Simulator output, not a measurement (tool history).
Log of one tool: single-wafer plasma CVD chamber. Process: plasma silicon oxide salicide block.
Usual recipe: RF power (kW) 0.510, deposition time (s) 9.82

| run | hour | RF power (kW) | deposition time (s) | wafers since the last listed run | hours since the last RF generator calibration | hours since the showerhead was replaced | hours since the gauge calibration | read-back reference wafer on the same gauge, thickness_nm | mean film thickness on the monitor wafer (angstrom) |
|---|---|---|---|---|---|---|---|---|---|
| 1 | 0.0 | 0.510 | 10.80 | 0 | 1179.3 | 6898.6 | 563.7 | 77.572 | 952.04 |
| 2 | 33.2 | 0.550 | 9.82 | 1037 | 1212.5 | 6931.8 | 596.9 | 77.600 | 877.47 |
| 3 | 84.7 | 0.550 | 9.82 | 1609 | 1264.0 | 6983.3 | 648.4 | 77.606 | 883.40 |
| 4 | 114.0 | 0.510 | 9.82 | 915 | 1293.3 | 7012.6 | 677.7 | 77.600 | 866.92 |
| 5 | 171.3 | 0.510 | 9.82 | 1790 | 1350.6 | 7069.9 | 735.0 | 77.574 | 868.04 |
| 6 | 217.3 | 0.510 | 9.82 | 1437 | 1396.6 | 7115.9 | 781.0 | 77.636 | 867.37 |
| 7 | 253.4 | 0.570 | 8.37 | 1128 | 1432.7 | 7152.0 | 817.1 | 77.606 | 755.98 |
| 8 | 321.3 | 0.510 | 9.82 | 2121 | 1500.6 | 7219.9 | 885.0 | 77.602 | 867.87 |
|  | 361.7 | gauge calibrated |
| 9 | 374.9 | 0.565 | 9.82 | 1674 | 1554.2 | 7273.5 | 13.2 | 77.639 | 885.96 |
| 10 | 419.4 | 0.570 | 8.37 | 1390 | 1598.7 | 7318.0 | 57.7 | 77.672 | 754.74 |
| 11 | 489.4 | 0.560 | 9.82 | 2187 | 1668.7 | 7388.0 | 127.7 | 77.616 | 882.52 |
| 12 | 557.9 | 0.510 | 9.82 | 2140 | 1737.2 | 7456.5 | 196.2 | 77.545 | 866.96 |
|  | 574.6 | showerhead replaced |
|  | 594.7 | RF generator calibrated |
| 13 | 637.8 | 0.510 | 10.99 | 1996 | 43.1 | 63.2 | 276.1 | 77.552 | 969.84 |
| 14 | 706.5 | 0.510 | 9.82 | 2146 | 111.8 | 131.9 | 344.8 | 77.600 | 867.76 |
| 15 | 736.6 | 0.460 | 9.82 | 940 | 141.9 | 162.0 | 374.9 | 77.588 | 849.68 |
| 16 | 760.9 | 0.535 | 9.82 | 759 | 166.2 | 186.3 | 399.2 | 77.617 | 873.42 |
| 17 | 818.3 | 0.510 | 9.82 | 1793 | 223.6 | 243.7 | 456.6 | 77.628 | 868.64 |
| 18 | 875.5 | 0.545 | 11.60 | 1787 | 280.8 | 300.9 | 513.8 | 77.626 | 1035.49 |
| 19 | 905.2 | 0.445 | 9.82 | 928 | 310.5 | 330.6 | 543.5 | 77.594 | 845.95 |

Below are 5 alternative next runs, each starting from the tool's condition after run 19. Predict each:
| A | 905.6 | 0.510 | 9.82 | 12 | 310.9 | 331.0 | 543.9 | ? | ? |
| B | 905.6 | 0.410 | 11.44 | 12 | 310.9 | 331.0 | 543.9 | ? | ? |
| C | 905.6 | 0.560 | 9.17 | 12 | 310.9 | 331.0 | 543.9 | ? | ? |
| D | 905.6 | 0.510 | 10.42 | 12 | 310.9 | 331.0 | 543.9 | ? | ? |
| E | 905.6 | 0.455 | 8.18 | 12 | 310.9 | 331.0 | 543.9 | ? | ? |

| run | read-back reference wafer on the same gauge, thickness_nm | mean film thickness on the monitor wafer (angstrom) |
|---|---|---|
| A | 77.632 | 866.87 |
| B | 77.632 | 968.34 |
| C | 77.632 | 825.00 |
| D | 77.632 | 919.84 |
| E | 77.632 | 706.13 |
What these runs would have given with no unlogged condition in the tool:
| run | mean film thickness on the monitor wafer (angstrom) |
|---|---|
| A | 866.87 |
| B | 968.34 |
| C | 825.00 |
| D | 919.84 |
| E | 706.13 |

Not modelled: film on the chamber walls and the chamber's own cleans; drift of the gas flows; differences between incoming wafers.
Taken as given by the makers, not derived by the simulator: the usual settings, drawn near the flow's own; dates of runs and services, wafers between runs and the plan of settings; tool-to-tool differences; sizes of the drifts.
